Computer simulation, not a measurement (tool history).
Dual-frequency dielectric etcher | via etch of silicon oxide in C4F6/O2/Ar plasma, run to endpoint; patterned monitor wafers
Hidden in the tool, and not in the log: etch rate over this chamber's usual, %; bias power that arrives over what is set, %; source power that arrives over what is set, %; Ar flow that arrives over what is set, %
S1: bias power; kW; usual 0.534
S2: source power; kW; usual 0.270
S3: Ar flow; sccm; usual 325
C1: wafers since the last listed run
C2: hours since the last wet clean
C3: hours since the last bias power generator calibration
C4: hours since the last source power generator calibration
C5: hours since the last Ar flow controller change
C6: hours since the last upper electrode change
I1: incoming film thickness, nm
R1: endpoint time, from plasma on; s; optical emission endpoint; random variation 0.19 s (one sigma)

Run 1, day 0.000: usual settings; C1 0; C2 63.5; C3 1153.6; C4 1372.0; C5 1541.3; C6 4459.3; I1 180.8. Result: R1 44.0 s.
Run 2, day 2.254: usual settings; C1 736; C2 117.6; C3 1207.7; C4 1426.1; C5 1595.4; C6 4513.4; I1 181.5. Result: R1 44.6 s.
Run 3, day 4.921: usual settings; C1 870; C2 181.6; C3 1271.7; C4 1490.1; C5 1659.4; C6 4577.4; I1 181.2. Result: R1 44.8 s.
Run 4, day 6.879: usual settings but S2 0.310 kW, S3 279 sccm; C1 639; C2 228.6; C3 1318.7; C4 1537.1; C5 1706.4; C6 4624.4; I1 181.7. Result: R1 43.1 s.
Run 5, day 8.175: usual settings but S2 0.310 kW, S3 279 sccm; C1 423; C2 259.7; C3 1349.8; C4 1568.2; C5 1737.5; C6 4655.5; I1 183.0. Result: R1 43.5 s.
Run 6, day 11.075: usual settings but S2 0.310 kW, S3 279 sccm; C1 946; C2 329.3; C3 1419.4; C4 1637.8; C5 1807.1; C6 4725.1; I1 180.1. Result: R1 43.4 s.
Run 7, day 13.054: usual settings; C1 646; C2 376.8; C3 1466.9; C4 1685.3; C5 1854.6; C6 4772.6; I1 182.8. Result: R1 47.1 s.
At day 14.154: wet clean of the chamber.
Run 8, day 15.154: usual settings; C1 359; C2 24.0; C3 1517.3; C4 1735.7; C5 1905.0; C6 4823.0; I1 182.9. Result: R1 43.3 s.
Run 9, day 17.512: usual settings; C1 770; C2 80.6; C3 1573.9; C4 1792.3; C5 1961.6; C6 4879.6; I1 180.8. Result: R1 43.6 s.
At day 20.258: upper electrode replaced.
Run 10, day 20.279: usual settings; C1 576; C2 147.0; C3 1640.3; C4 1858.7; C5 2028.0; C6 0.5; I1 182.4. Result: R1 44.3 s.
Run 11, day 23.004: usual settings; C1 889; C2 212.4; C3 1705.7; C4 1924.1; C5 2093.4; C6 65.9; I1 180.0. Result: R1 44.3 s.
At day 26.996: wet clean of the chamber.
Run 12, day 28.054: usual settings but S3 364 sccm; C1 1322; C2 25.4; C3 1826.9; C4 2045.3; C5 2214.6; C6 187.1; I1 180.5. Result: R1 43.7 s.
Run 13, day 30.533: usual settings but S3 364 sccm; C1 809; C2 84.9; C3 1886.4; C4 2104.8; C5 2274.1; C6 246.6; I1 182.4. Result: R1 44.5 s.
Run 14, day 32.083: usual settings but S3 364 sccm; C1 506; C2 122.1; C3 1923.6; C4 2142.0; C5 2311.3; C6 283.8; I1 182.9. Result: R1 45.0 s.
Run 15, day 34.946: usual settings; C1 934; C2 190.8; C3 1992.3; C4 2210.7; C5 2380.0; C6 352.5; I1 180.9. Result: R1 44.6 s.
Run 16, day 37.883: usual settings but S3 283 sccm; C1 959; C2 261.3; C3 2062.8; C4 2281.2; C5 2450.5; C6 423.0; I1 181.7. Result: R1 44.2 s.
Run 17, day 39.729: usual settings; C1 602; C2 305.6; C3 2107.1; C4 2325.5; C5 2494.8; C6 467.3; I1 180.3. Result: R1 45.0 s.
Run 18, day 42.658: usual settings but S1 0.631 kW, S2 0.240 kW; C1 956; C2 375.9; C3 2177.4; C4 2395.8; C5 2565.1; C6 537.6; I1 181.0. Result: R1 44.6 s.
At day 43.888: wet clean of the chamber.
Run 19, day 45.075: usual settings but S1 0.578 kW; C1 462; C2 28.5; C3 2235.4; C4 2453.8; C5 2623.1; C6 595.6; I1 183.0. Result: R1 42.7 s.
Run 20, day 46.421: usual settings but S1 0.584 kW, S2 0.290 kW; C1 439; C2 60.8; C3 2267.7; C4 2486.1; C5 2655.4; C6 627.9; I1 181.1. Result: R1 41.3 s.
At day 47.317: source power generator calibrated.
Run 21, day 48.154: usual settings but S1 0.433 kW, S2 0.300 kW, S3 382 sccm; C1 511; C2 102.4; C3 2309.3; C4 20.1; C5 2697.0; C6 669.5; I1 182.6. Result: R1 46.6 s.
Run 22, day 49.908: usual settings but S1 0.627 kW, S2 0.250 kW, S3 265 sccm; C1 572; C2 144.5; C3 2351.4; C4 62.2; C5 2739.1; C6 711.6; I1 182.6. Result: R1 42.6 s.
At day 51.750: Ar flow controller replaced.
At day 52.883: bias power generator calibrated.
Run 23, day 52.904: usual settings; C1 842; C2 216.4; C3 0.5; C4 134.1; C5 27.7; C6 783.5; I1 182.3. Result: R1 45.0 s.
Run 24, day 54.725: usual settings; C1 594; C2 260.1; C3 44.2; C4 177.8; C5 71.4; C6 827.2; I1 182.9. Result: R1 46.0 s.
Run 25, day 56.062: usual settings; C1 436; C2 292.2; C3 76.3; C4 209.9; C5 103.5; C6 859.3; I1 182.8. Result: R1 45.9 s.
Run 26, day 58.629: usual settings but S1 0.663 kW, S3 303 sccm; C1 838; C2 353.8; C3 137.9; C4 271.5; C5 165.1; C6 920.9; I1 181.4. Result: R1 42.4 s.
At day 60.288: wet clean of the chamber.
Run 27, day 62.988: usual settings but S3 268 sccm; C1 1096; C2 64.8; C3 242.5; C4 376.1; C5 269.7; C6 1025.5; I1 181.2. Result: R1 43.3 s.
Run 28, day 64.879: usual settings but S1 0.428 kW, S2 0.210 kW, S3 292 sccm; C1 617; C2 110.2; C3 287.9; C4 421.5; C5 315.1; C6 1070.9; I1 181.4. Result: R1 51.1 s.
Run 29, day 66.946: usual settings but S1 0.479 kW, S2 0.240 kW, S3 261 sccm; C1 674; C2 159.8; C3 337.5; C4 471.1; C5 364.7; C6 1120.5; I1 182.0. Result: R1 47.4 s.

Forecast each of these 3 alternatives for the next run:
Run A, day 66.962: usual settings; C1 5; C2 160.2; C3 337.9; C4 471.5; C5 365.1; C6 1120.9; I1 182.2. Result: R1 ?.
Run B, day 66.962: usual settings but S1 0.445 kW, S3 248 sccm; C1 5; C2 160.2; C3 337.9; C4 471.5; C5 365.1; C6 1120.9; I1 182.2. Result: R1 ?.
Run C, day 66.962: usual settings but S2 0.320 kW; C1 5; C2 160.2; C3 337.9; C4 471.5; C5 365.1; C6 1120.9; I1 182.2. Result: R1 ?.

run    R1
  A  44.5
  B  46.6
  C  42.2
Without the tool's hidden state the same runs would have given:
run    R1
  A  43.2
  B  45.2
  C  40.9

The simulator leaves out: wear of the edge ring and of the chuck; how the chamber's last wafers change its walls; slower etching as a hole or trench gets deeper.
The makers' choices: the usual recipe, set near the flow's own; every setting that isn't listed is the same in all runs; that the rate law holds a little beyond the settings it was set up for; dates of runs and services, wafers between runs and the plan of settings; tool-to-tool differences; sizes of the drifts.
